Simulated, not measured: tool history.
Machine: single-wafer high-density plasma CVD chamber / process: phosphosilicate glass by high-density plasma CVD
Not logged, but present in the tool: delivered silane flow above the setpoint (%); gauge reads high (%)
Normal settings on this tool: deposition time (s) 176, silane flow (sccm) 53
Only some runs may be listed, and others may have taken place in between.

run	hour	deposition time (s)	silane flow (sccm)	wafers since the last listed run	hours since the silane flow controller was replaced	hours since the gauge calibration	read-back reference wafer on the same gauge, thickness_nm	mean film thickness on the monitor wafer (nm)
1	0.0	176	53	0	760.4	230.4	894.836	873.265
2	36.3	176	53	239	796.7	266.7	896.617	873.982
3	100.7	176	53	424	861.1	331.1	896.917	871.126
4	143.2	176	53	280	903.6	373.6	899.453	875.479
5	199.6	176	53	371	960.0	430.0	899.822	876.071
6	241.4	176	53	275	1001.8	471.8	901.379	878.292
7	298.8	176	53	378	1059.2	529.2	902.860	871.080
8	365.7	176	53	441	1126.1	596.1	904.466	879.700
9	398.5	176	53	216	1158.9	628.9	905.153	883.001
# hour 407.9: gauge calibrated
10	447.6	176	53	323	1208.0	39.7	887.110	863.998
11	479.6	176	53	211	1240.0	71.7	888.131	861.915
12	537.1	203	44	379	1297.5	129.2	889.728	827.245
13	603.6	176	60	438	1364.0	195.7	891.391	978.165
# hour 632.8: silane flow controller replaced
14	659.6	196	53	316	26.8	251.7	891.921	968.597
15	695.4	199	53	236	62.6	287.5	893.134	983.235
16	754.6	176	53	390	121.8	346.7	895.764	865.344
17	782.2	146	59	181	149.4	374.3	896.335	809.889
18	826.3	195	46	290	193.5	418.4	896.321	835.478
19	858.5	154	48	212	225.7	450.6	897.774	692.250
# hour 906.2: gauge calibrated
20	916.3	196	58	381	283.5	10.1	889.937	1047.659
21	982.1	205	53	433	349.3	75.9	890.273	1010.038
22	1021.2	203	44	257	388.4	115.0	892.280	828.339
23	1071.1	191	58	329	438.3	164.9	893.206	1029.897

Take each entry between the runs: how does the hidden state at the last listed run before it differ from the hidden state at the first listed run after it?
Between runs 9 and 10: gauge calibrated (hour 407.9)
  gauge reads high (%): 1.78 -> -0.163
  difference, measured minus the result without the unlogged condition, mean film thickness on the monitor wafer (nm): +15.441 -> -1.409
Between runs 13 and 14: silane flow controller replaced (hour 632.8)
  gauge reads high (%): 0.263 -> 0.416
  difference, measured minus the result without the unlogged condition, mean film thickness on the monitor wafer (nm): +2.564 -> +4.010
Between runs 19 and 20: gauge calibrated (hour 906.2)
  gauge reads high (%): 0.959 -> 0.0509
  difference, measured minus the result without the unlogged condition, mean film thickness on the monitor wafer (nm): +6.572 -> +0.532
